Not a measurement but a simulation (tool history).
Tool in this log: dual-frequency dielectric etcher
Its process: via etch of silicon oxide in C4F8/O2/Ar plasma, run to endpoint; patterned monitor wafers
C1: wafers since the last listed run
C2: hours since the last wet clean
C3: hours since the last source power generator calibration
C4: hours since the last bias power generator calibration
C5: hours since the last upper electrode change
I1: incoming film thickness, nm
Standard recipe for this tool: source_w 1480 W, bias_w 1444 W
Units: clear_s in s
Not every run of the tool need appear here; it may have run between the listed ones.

run 1 hour=0.0 | source_w=1690 bias_w=1367 | C1=0 C2=335.8 C3=1793.3 C4=4161.1 C5=3961.9 | I1=1934.7 | clear_s=434.4
run 2 hour=9.0 | source_w=1690 bias_w=1367 | C1=32 C2=344.8 C3=1802.3 C4=4170.1 C5=3970.9 | I1=1936.7 | clear_s=441.7
run 3 hour=26.8 | source_w=1480 bias_w=1444 | C1=65 C2=362.6 C3=1820.1 C4=4187.9 C5=3988.7 | I1=1948.4 | clear_s=454.9
run 4 hour=40.9 | source_w=1480 bias_w=1444 | C1=51 C2=376.7 C3=1834.2 C4=4202.0 C5=4002.8 | I1=1931.2 | clear_s=453.8
run 5 hour=55.3 | source_w=1480 bias_w=1444 | C1=52 C2=391.1 C3=1848.6 C4=4216.4 C5=4017.2 | I1=1941.9 | clear_s=452.3
run 6 hour=69.6 | source_w=1480 bias_w=1444 | C1=52 C2=405.4 C3=1862.9 C4=4230.7 C5=4031.5 | I1=1941.8 | clear_s=452.9
run 7 hour=81.1 | source_w=1480 bias_w=1444 | C1=42 C2=416.9 C3=1874.4 C4=4242.2 C5=4043.0 | I1=1936.3 | clear_s=453.4
run 8 hour=95.1 | source_w=1480 bias_w=1444 | C1=51 C2=430.9 C3=1888.4 C4=4256.2 C5=4057.0 | I1=1947.6 | clear_s=448.6
run 9 hour=107.0 | source_w=1480 bias_w=1444 | C1=43 C2=442.8 C3=1900.3 C4=4268.1 C5=4068.9 | I1=1936.8 | clear_s=457.8
-- hour=136.2 wet clean of the chamber
run 10 hour=136.7 | source_w=1480 bias_w=1444 | C1=20 C2=0.5 C3=1930.0 C4=4297.8 C5=4098.6 | I1=1959.3 | clear_s=435.5
run 11 hour=137.1 | source_w=1480 bias_w=1444 | C1=1 C2=0.9 C3=1930.4 C4=4298.2 C5=4099.0 | I1=1957.5 | clear_s=441.4
-- hour=143.9 bias power generator calibrated
run 12 hour=144.4 | source_w=1480 bias_w=1444 | C1=12 C2=8.2 C3=1937.7 C4=0.5 C5=4106.3 | I1=1933.9 | clear_s=431.2
run 13 hour=153.7 | source_w=1260 bias_w=1259 | C1=33 C2=17.5 C3=1947.0 C4=9.8 C5=4115.6 | I1=1930.4 | clear_s=482.1
run 14 hour=183.5 | source_w=1260 bias_w=1259 | C1=108 C2=47.3 C3=1976.8 C4=39.6 C5=4145.4 | I1=1945.7 | clear_s=488.0
-- hour=189.0 source power generator calibrated
run 15 hour=191.7 | source_w=1350 bias_w=1606 | C1=15 C2=55.5 C3=2.7 C4=47.8 C5=4153.6 | I1=1922.5 | clear_s=421.2
run 16 hour=202.3 | source_w=1740 bias_w=1138 | C1=38 C2=66.1 C3=13.3 C4=58.4 C5=4164.2 | I1=1942.2 | clear_s=459.8
run 17 hour=209.5 | source_w=1650 bias_w=1603 | C1=26 C2=73.3 C3=20.5 C4=65.6 C5=4171.4 | I1=1942.0 | clear_s=403.1
run 18 hour=215.8 | source_w=1760 bias_w=1675 | C1=23 C2=79.6 C3=26.8 C4=71.9 C5=4177.7 | I1=1920.5 | clear_s=387.9
run 19 hour=226.7 | source_w=1480 bias_w=1444 | C1=39 C2=90.5 C3=37.7 C4=82.8 C5=4188.6 | I1=1937.7 | clear_s=433.6
run 20 hour=239.3 | source_w=1120 bias_w=1101 | C1=46 C2=103.1 C3=50.3 C4=95.4 C5=4201.2 | I1=1929.9 | clear_s=526.7
-- hour=269.2 upper electrode replaced
run 21 hour=269.7 | source_w=1750 bias_w=1444 | C1=23 C2=133.5 C3=80.7 C4=125.8 C5=0.5 | I1=1951.9 | clear_s=420.0
run 22 hour=270.1 | source_w=1840 bias_w=1444 | C1=1 C2=133.9 C3=81.1 C4=126.2 C5=0.9 | I1=1938.6 | clear_s=415.1
run 23 hour=270.5 | source_w=1480 bias_w=1444 | C1=1 C2=134.3 C3=81.5 C4=126.6 C5=1.3 | I1=1951.6 | clear_s=443.2
run 24 hour=281.0 | source_w=1670 bias_w=1298 | C1=38 C2=144.8 C3=92.0 C4=137.1 C5=11.8 | I1=1954.0 | clear_s=446.7
run 25 hour=298.3 | source_w=1750 bias_w=1165 | C1=63 C2=162.1 C3=109.3 C4=154.4 C5=29.1 | I1=1916.0 | clear_s=452.4
run 26 hour=305.0 | source_w=1370 bias_w=1165 | C1=24 C2=168.8 C3=116.0 C4=161.1 C5=35.8 | I1=1941.4 | clear_s=491.5
run 27 hour=320.8 | source_w=1580 bias_w=1559 | C1=57 C2=184.6 C3=131.8 C4=176.9 C5=51.6 | I1=1945.4 | clear_s=426.3
run 28 hour=337.7 | source_w=1480 bias_w=1444 | C1=61 C2=201.5 C3=148.7 C4=193.8 C5=68.5 | I1=1923.7 | clear_s=441.0

Branching from run 28: 5 alternative next runs. What would each branch give?
run A hour=338.2 | source_w=1480 bias_w=1576 | C1=1 C2=202.0 C3=149.2 C4=194.3 C5=69.0 | I1=1951.4 | clear_s=?
run B hour=338.2 | source_w=1230 bias_w=1444 | C1=1 C2=202.0 C3=149.2 C4=194.3 C5=69.0 | I1=1951.4 | clear_s=?
run C hour=338.2 | source_w=1380 bias_w=1325 | C1=1 C2=202.0 C3=149.2 C4=194.3 C5=69.0 | I1=1951.4 | clear_s=?
run D hour=338.2 | source_w=1350 bias_w=1321 | C1=1 C2=202.0 C3=149.2 C4=194.3 C5=69.0 | I1=1951.4 | clear_s=?
run E hour=338.2 | source_w=1670 bias_w=1658 | C1=1 C2=202.0 C3=149.2 C4=194.3 C5=69.0 | I1=1951.4 | clear_s=?

run=A clear_s=432.9
run=B clear_s=473.4
run=C clear_s=473.1
run=D clear_s=476.9
run=E clear_s=408.9
Without the tool's hidden state the same runs would have given:
run=A clear_s=424.7
run=B clear_s=464.5
run=C clear_s=464.2
run=D clear_s=467.9
run=E clear_s=401.2
